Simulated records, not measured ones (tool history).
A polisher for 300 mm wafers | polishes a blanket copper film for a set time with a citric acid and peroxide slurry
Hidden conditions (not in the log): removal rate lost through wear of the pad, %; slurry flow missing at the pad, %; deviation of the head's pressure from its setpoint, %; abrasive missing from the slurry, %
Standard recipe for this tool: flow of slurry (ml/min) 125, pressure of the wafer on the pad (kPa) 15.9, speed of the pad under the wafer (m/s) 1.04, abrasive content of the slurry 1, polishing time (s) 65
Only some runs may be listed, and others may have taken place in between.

| run | hour | flow of slurry (ml/min) | pressure of the wafer on the pad (kPa) | speed of the pad under the wafer (m/s) | abrasive content of the slurry | polishing time (s) | wafers since the last listed run | wafers polished on this pad | hours since the slurry nozzle was cleaned | hours since the head pressure was calibrated | hours since the slurry blender was calibrated | incoming thickness of the incoming film, nm | film removed (nm) |
|---|---|---|---|---|---|---|---|---|---|---|---|---|---|
| 1 | 0 | 125 | 15.9 | 1.2 | 1 | 65 | 0 | 1284 | 251.7 | 938.9 | 71.7 | 1180.6 | 138.4 |
| 2 | 7.1 | 125 | 15.9 | 1.2 | 1 | 65 | 69 | 1353 | 258.8 | 946 | 78.8 | 1148.9 | 137.6 |
| 3 | 15.7 | 100 | 15.9 | 1.04 | 1 | 65 | 83 | 1437 | 267.4 | 954.6 | 87.4 | 1150.6 | 118.9 |
|  | 21.3 | worn pad replaced by a new one |
| 4 | 22.5 | 125 | 12.4 | 1.26 | 1 | 65 | 27 | 11 | 274.2 | 961.4 | 94.2 | 1150.5 | 114.4 |
| 5 | 31.2 | 125 | 15.9 | 0.94 | 1 | 65 | 84 | 96 | 282.9 | 970.1 | 102.9 | 1153.5 | 118 |
| 6 | 43.3 | 125 | 15.9 | 0.94 | 1 | 65 | 117 | 214 | 295 | 982.2 | 115 | 1172.9 | 115.8 |
| 7 | 51.4 | 125 | 15.9 | 1.04 | 1 | 65 | 78 | 292 | 303.1 | 990.3 | 123.1 | 1179.6 | 125.3 |
| 8 | 64 | 125 | 15.9 | 0.82 | 1 | 76 | 122 | 415 | 315.7 | 1002.9 | 135.7 | 1147.2 | 123.7 |
| 9 | 78.1 | 125 | 15.9 | 1.04 | 1 | 65 | 137 | 552 | 329.8 | 1017 | 149.8 | 1179.9 | 123.8 |
|  | 83.8 | head pressure recalibrated |
| 10 | 84.4 | 125 | 15.9 | 1.04 | 1 | 65 | 41 | 594 | 336.1 | 0.6 | 156.1 | 1132.7 | 125.9 |
| 11 | 97.9 | 125 | 15.9 | 1.26 | 1.1 | 65 | 131 | 725 | 349.6 | 14.1 | 169.6 | 1154.2 | 144.8 |
| 12 | 106 | 140 | 15.9 | 1.16 | 0.8 | 80 | 78 | 804 | 357.7 | 22.2 | 177.7 | 1169.8 | 158.6 |
| 13 | 119.9 | 125 | 15.9 | 1.04 | 1 | 80 | 135 | 940 | 371.6 | 36.1 | 191.6 | 1169 | 150.8 |
| 14 | 126.6 | 125 | 15.9 | 1.04 | 1 | 58 | 65 | 1005 | 378.3 | 42.8 | 198.3 | 1159.8 | 109.6 |
| 15 | 141.4 | 150 | 15.9 | 1.04 | 1 | 82 | 144 | 1149 | 393.1 | 57.6 | 213.1 | 1160 | 159.2 |

What will run 16 give?
|  | 166.3 | slurry blender recalibrated |
|  | 173.9 | worn pad replaced by a new one |
| 16 | 174.4 | 155 | 20 | 1.04 | 1 | 65 | 262 | 4 | 426.1 | 90.6 | 8.1 | 1149.2 | ? |

film removed (nm): 157.9
Had the tool carried no hidden state, the very same run would have given film removed (nm) 167.
